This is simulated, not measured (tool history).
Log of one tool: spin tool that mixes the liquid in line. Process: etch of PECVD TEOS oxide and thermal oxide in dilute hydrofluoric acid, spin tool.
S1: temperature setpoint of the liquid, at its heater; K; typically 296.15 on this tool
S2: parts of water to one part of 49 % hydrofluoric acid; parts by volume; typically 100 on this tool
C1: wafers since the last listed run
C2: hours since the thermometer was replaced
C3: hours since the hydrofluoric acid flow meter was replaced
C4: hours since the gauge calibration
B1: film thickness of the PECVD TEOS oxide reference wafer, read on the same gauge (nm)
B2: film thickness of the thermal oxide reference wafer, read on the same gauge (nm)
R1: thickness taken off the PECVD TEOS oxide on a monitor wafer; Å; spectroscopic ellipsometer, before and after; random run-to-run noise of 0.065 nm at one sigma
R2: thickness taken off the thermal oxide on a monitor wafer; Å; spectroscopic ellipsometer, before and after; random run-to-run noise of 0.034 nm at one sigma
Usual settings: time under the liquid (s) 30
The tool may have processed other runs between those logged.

{"run": 1, "day": 0.0, "S1": 296.15, "S2": 100, "time under the liquid (s)": 30, "C1": 0, "C2": 1998.8, "C3": 107.1, "C4": 82.5, "B1": 89.98, "B2": 40.009, "R1": 71.5, "R2": 12.31}
{"run": 2, "day": 1.167, "S1": 296.15, "S2": 100, "time under the liquid (s)": 50, "C1": 445, "C2": 2026.8, "C3": 135.1, "C4": 110.5, "B1": 89.99, "B2": 39.993, "R1": 116.1, "R2": 21.08}
{"run": 3, "day": 2.688, "S1": 292.65, "S2": 60, "time under the liquid (s)": 45, "C1": 580, "C2": 2063.3, "C3": 171.6, "C4": 147.0, "B1": 90.04, "B2": 40.002, "R1": 157.3, "R2": 28.65}
{"run": 4, "day": 3.242, "S1": 296.15, "S2": 120, "time under the liquid (s)": 30, "C1": 211, "C2": 2076.6, "C3": 184.9, "C4": 160.3, "B1": 90.0, "B2": 39.982, "R1": 57.1, "R2": 10.2}
{"day": 5.158, "done": "thermometer replaced"}
{"run": 5, "day": 5.292, "S1": 294.65, "S2": 100, "time under the liquid (s)": 45, "C1": 766, "C2": 3.2, "C3": 234.1, "C4": 209.5, "B1": 90.01, "B2": 39.985, "R1": 96.2, "R2": 16.94}
{"run": 6, "day": 5.558, "S1": 296.15, "S2": 100, "time under the liquid (s)": 30, "C1": 101, "C2": 9.6, "C3": 240.5, "C4": 215.9, "B1": 90.01, "B2": 39.993, "R1": 66.8, "R2": 12.01}
{"run": 7, "day": 6.138, "S1": 296.15, "S2": 65, "time under the liquid (s)": 30, "C1": 221, "C2": 23.5, "C3": 254.4, "C4": 229.8, "B1": 90.0, "B2": 40.001, "R1": 106.8, "R2": 19.43}
{"run": 8, "day": 6.762, "S1": 298.65, "S2": 70, "time under the liquid (s)": 25, "C1": 238, "C2": 38.5, "C3": 269.4, "C4": 244.8, "B1": 90.01, "B2": 40.017, "R1": 92.5, "R2": 15.55}
{"run": 9, "day": 7.054, "S1": 293.15, "S2": 125, "time under the liquid (s)": 20, "C1": 111, "C2": 45.5, "C3": 276.4, "C4": 251.8, "B1": 90.02, "B2": 40.016, "R1": 30.8, "R2": 5.38}
{"run": 10, "day": 7.633, "S1": 296.15, "S2": 115, "time under the liquid (s)": 20, "C1": 221, "C2": 59.4, "C3": 290.3, "C4": 265.7, "B1": 90.02, "B2": 40.002, "R1": 38.5, "R2": 6.9}
{"run": 11, "day": 8.021, "S1": 298.65, "S2": 70, "time under the liquid (s)": 25, "C1": 147, "C2": 68.7, "C3": 299.6, "C4": 275.0, "B1": 89.99, "B2": 39.999, "R1": 90.9, "R2": 16.21}
{"run": 12, "day": 8.65, "S1": 294.15, "S2": 150, "time under the liquid (s)": 35, "C1": 240, "C2": 83.8, "C3": 314.7, "C4": 290.1, "B1": 90.02, "B2": 39.988, "R1": 46.5, "R2": 8.02}
{"run": 13, "day": 9.333, "S1": 296.15, "S2": 100, "time under the liquid (s)": 30, "C1": 260, "C2": 100.2, "C3": 331.1, "C4": 306.5, "B1": 89.99, "B2": 40.001, "R1": 65.8, "R2": 11.8}
{"day": 9.542, "done": "thermometer replaced, repeated, since the last time left the tool worse"}
{"run": 14, "day": 9.854, "S1": 298.65, "S2": 65, "time under the liquid (s)": 35, "C1": 182, "C2": 7.5, "C3": 343.6, "C4": 319.0, "B1": 89.98, "B2": 39.994, "R1": 158.5, "R2": 28.58}
{"run": 15, "day": 11.042, "S1": 296.15, "S2": 100, "time under the liquid (s)": 30, "C1": 453, "C2": 36.0, "C3": 372.1, "C4": 347.5, "B1": 90.02, "B2": 40.004, "R1": 76.7, "R2": 13.31}
{"run": 16, "day": 11.612, "S1": 299.65, "S2": 140, "time under the liquid (s)": 15, "C1": 217, "C2": 49.7, "C3": 385.8, "C4": 361.2, "B1": 89.98, "B2": 40.017, "R1": 29.7, "R2": 5.08}
{"run": 17, "day": 12.238, "S1": 296.15, "S2": 50, "time under the liquid (s)": 30, "C1": 238, "C2": 64.7, "C3": 400.8, "C4": 376.2, "B1": 90.0, "B2": 40.014, "R1": 160.1, "R2": 27.63}
{"run": 18, "day": 12.892, "S1": 296.15, "S2": 100, "time under the liquid (s)": 30, "C1": 249, "C2": 80.4, "C3": 416.5, "C4": 391.9, "B1": 89.99, "B2": 40.025, "R1": 75.3, "R2": 13.18}
{"run": 19, "day": 13.404, "S1": 296.15, "S2": 100, "time under the liquid (s)": 30, "C1": 195, "C2": 92.7, "C3": 428.8, "C4": 404.2, "B1": 90.01, "B2": 39.995, "R1": 77.0, "R2": 12.92}
{"run": 20, "day": 14.046, "S1": 296.15, "S2": 100, "time under the liquid (s)": 40, "C1": 244, "C2": 108.1, "C3": 444.2, "C4": 419.6, "B1": 90.01, "B2": 39.995, "R1": 100.6, "R2": 17.9}
{"run": 21, "day": 14.638, "S1": 296.15, "S2": 85, "time under the liquid (s)": 35, "C1": 225, "C2": 122.3, "C3": 458.4, "C4": 433.8, "B1": 90.02, "B2": 40.002, "R1": 106.0, "R2": 18.73}
{"run": 22, "day": 15.217, "S1": 300.65, "S2": 130, "time under the liquid (s)": 45, "C1": 221, "C2": 136.2, "C3": 472.3, "C4": 447.7, "B1": 90.02, "B2": 40.004, "R1": 99.9, "R2": 17.61}
{"run": 23, "day": 15.588, "S1": 294.65, "S2": 60, "time under the liquid (s)": 15, "C1": 141, "C2": 145.1, "C3": 481.2, "C4": 456.6, "B1": 89.99, "B2": 39.993, "R1": 60.9, "R2": 10.63}
{"run": 24, "day": 16.004, "S1": 298.65, "S2": 65, "time under the liquid (s)": 30, "C1": 159, "C2": 155.1, "C3": 491.2, "C4": 466.6, "B1": 90.02, "B2": 40.022, "R1": 134.9, "R2": 24.83}
{"run": 25, "day": 16.425, "S1": 296.15, "S2": 100, "time under the liquid (s)": 40, "C1": 160, "C2": 165.2, "C3": 501.3, "C4": 476.7, "B1": 90.01, "B2": 39.972, "R1": 100.7, "R2": 18.02}

5 options for the next run, each taken on its own from the tool as it stands now. Forecast them:
{"run": "A", "day": 16.442, "S1": 296.15, "S2": 100, "time under the liquid (s)": 25, "C1": 6, "C2": 165.6, "C3": 501.7, "C4": 477.1, "B1": "?", "B2": "?", "R1": "?", "R2": "?"}
{"run": "B", "day": 16.442, "S1": 296.15, "S2": 55, "time under the liquid (s)": 20, "C1": 6, "C2": 165.6, "C3": 501.7, "C4": 477.1, "B1": "?", "B2": "?", "R1": "?", "R2": "?"}
{"run": "C", "day": 16.442, "S1": 296.15, "S2": 100, "time under the liquid (s)": 45, "C1": 6, "C2": 165.6, "C3": 501.7, "C4": 477.1, "B1": "?", "B2": "?", "R1": "?", "R2": "?"}
{"run": "D", "day": 16.442, "S1": 296.15, "S2": 145, "time under the liquid (s)": 30, "C1": 6, "C2": 165.6, "C3": 501.7, "C4": 477.1, "B1": "?", "B2": "?", "R1": "?", "R2": "?"}
{"run": "E", "day": 16.442, "S1": 292.15, "S2": 100, "time under the liquid (s)": 20, "C1": 6, "C2": 165.6, "C3": 501.7, "C4": 477.1, "B1": "?", "B2": "?", "R1": "?", "R2": "?"}

run=A B1=90.00 B2=39.998 R1=63.0 R2=11.46
run=B B1=90.00 B2=39.998 R1=96.9 R2=17.62
run=C B1=90.00 B2=39.998 R1=113.5 R2=20.62
run=D B1=90.00 B2=39.998 R1=49.5 R2=9.00
run=E B1=90.00 B2=39.998 R1=42.8 R2=7.79
Take away the tool's hidden state, keep each run's random variation, and the runs would have read:
run=A R1=63.8 R2=11.60
run=B R1=98.2 R2=17.84
run=C R1=114.9 R2=20.87
run=D R1=50.1 R2=9.11
run=E R1=43.4 R2=7.88
